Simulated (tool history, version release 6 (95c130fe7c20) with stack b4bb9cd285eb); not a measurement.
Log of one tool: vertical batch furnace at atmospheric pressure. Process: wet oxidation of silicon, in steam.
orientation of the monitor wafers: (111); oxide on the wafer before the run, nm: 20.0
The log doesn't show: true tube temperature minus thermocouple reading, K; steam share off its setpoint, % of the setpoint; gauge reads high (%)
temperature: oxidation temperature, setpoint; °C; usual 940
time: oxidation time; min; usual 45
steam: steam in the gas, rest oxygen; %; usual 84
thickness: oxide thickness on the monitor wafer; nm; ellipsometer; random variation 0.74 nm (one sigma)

run,hour,temperature,time,steam,wafers since the last listed run,hours since the last temperature calibration,hours since the steam generator was serviced,hours since the gauge calibration,"read-back reference wafer on the same gauge, thickness",thickness
1,0,940,45,84,0,2356.3,1775.2,827.3,260.1,235.26
2,56.3,940,45,84,515,2412.6,1831.5,883.6,260.08,237.06
3,109.6,940,45,84,488,2465.9,1884.8,936.9,259.83,236.41
4,170.1,940,45,84,554,2526.4,1945.3,997.4,259.97,236.49
5,238,940,45,84,621,2594.3,2013.2,1065.3,259.87,235.87
6,291.3,940,45,84,488,2647.6,2066.5,1118.6,259.89,236.87
7,348,940,45,84,519,2704.3,2123.2,1175.3,259.97,236.97
8,372.2,940,45,84,221,2728.5,2147.4,1199.5,259.84,235.87
9,423.5,940,34.5,84,469,2779.8,2198.7,1250.8,259.94,196.03
10,453.1,940,34.5,84,271,2809.4,2228.3,1280.4,260.13,195.97
# hour 488.1: gauge calibrated
11,501.6,940,32,84,444,2857.9,2276.8,13.5,260,185.77
12,572.7,957,28.5,84,651,2929,2347.9,84.6,260.06,197.93
13,788,940,45,84,1972,3144.3,2563.2,299.9,260.05,236.3
14,842.3,940,45,84,497,3198.6,2617.5,354.2,260.1,237.85
15,875.2,955,45,84,301,3231.5,2650.4,387.1,259.85,266.89
16,906.4,940,45,84,285,3262.7,2681.6,418.3,259.95,238.47
17,945.9,940,45,84,361,3302.2,2721.1,457.8,260.03,238.44
18,980.5,940,45,84,316,3336.8,2755.7,492.4,259.83,237.13
19,1013.9,940,45,92,305,3370.2,2789.1,525.8,259.98,254.14
20,1043.9,940,45,84,274,3400.2,2819.1,555.8,260.03,239.61
# hour 1106.3: thermocouples replaced and temperature profile calibrated
# hour 1120.2: steam generator serviced
21,1120.7,922,45,80,357,14.4,0.5,632.6,259.92,199.2
22,1148.8,928,45,84,257,42.5,28.6,660.7,259.81,215.39
23,1219.3,930,45,91,645,113,99.1,731.2,259.98,232.18
24,1288.8,917,36,88,636,182.5,168.6,800.7,260.05,171.8
25,1326.3,940,45,84,343,220,206.1,838.2,260.13,238.24
26,1394.3,940,45,95,622,288,274.1,906.2,260.07,257.43
27,1439.6,940,26,87,414,333.3,319.4,951.5,259.95,162.77
28,1478.6,962,38.5,84,357,372.3,358.4,990.5,259.93,251.5
29,1538.5,963,45,84,548,432.2,418.3,1050.4,259.95,281.62
30,1594.8,940,45,84,515,488.5,474.6,1106.7,259.98,234.13
31,1636.8,940,45,76,384,530.5,516.6,1148.7,260.05,219.02
32,1670.9,940,45,84,312,564.6,550.7,1182.8,259.82,233.98
33,1707.7,940,56,93,337,601.4,587.5,1219.6,259.74,293.6
34,1754.2,940,25.5,93,425,647.9,634,1266.1,260.1,168.7
35,1815.4,964,45,80,560,709.1,695.2,1327.3,259.94,273.62
36,1844.9,960,51.5,88,270,738.6,724.7,1356.8,260.1,310.15
37,1883.8,940,45,84,356,777.5,763.6,1395.7,260.08,234
38,1924.9,940,45,84,376,818.6,804.7,1436.8,259.83,232.91

What the log doesn't show, run by run:
gauge reads high (%): 0 in every run
H1: true tube temperature minus thermocouple reading, K
H2: steam share off its setpoint, % of the setpoint
run,H1,H2
1,1.82,-5.12
2,1.9,-5.17
3,1.98,-5.21
4,2.07,-5.25
5,2.18,-5.29
6,2.26,-5.32
7,2.36,-5.36
8,2.4,-5.37
9,2.48,-5.39
10,2.53,-5.41
11,2.62,-5.43
12,2.74,-5.46
13,3.14,-5.54
14,3.24,-5.56
15,3.31,-5.57
16,3.37,-5.58
17,3.45,-5.59
18,3.52,-5.6
19,3.58,-5.61
20,3.65,-5.62
21,0.0447,-1.21
22,0.0452,-1.37
23,0.0485,-1.75
24,0.0547,-2.1
25,0.0593,-2.28
26,0.0698,-2.58
27,0.0784,-2.77
28,0.0867,-2.92
29,0.101,-3.15
30,0.117,-3.35
31,0.13,-3.49
32,0.141,-3.6
33,0.155,-3.71
34,0.172,-3.85
35,0.197,-4.01
36,0.21,-4.09
37,0.228,-4.19
38,0.248,-4.29
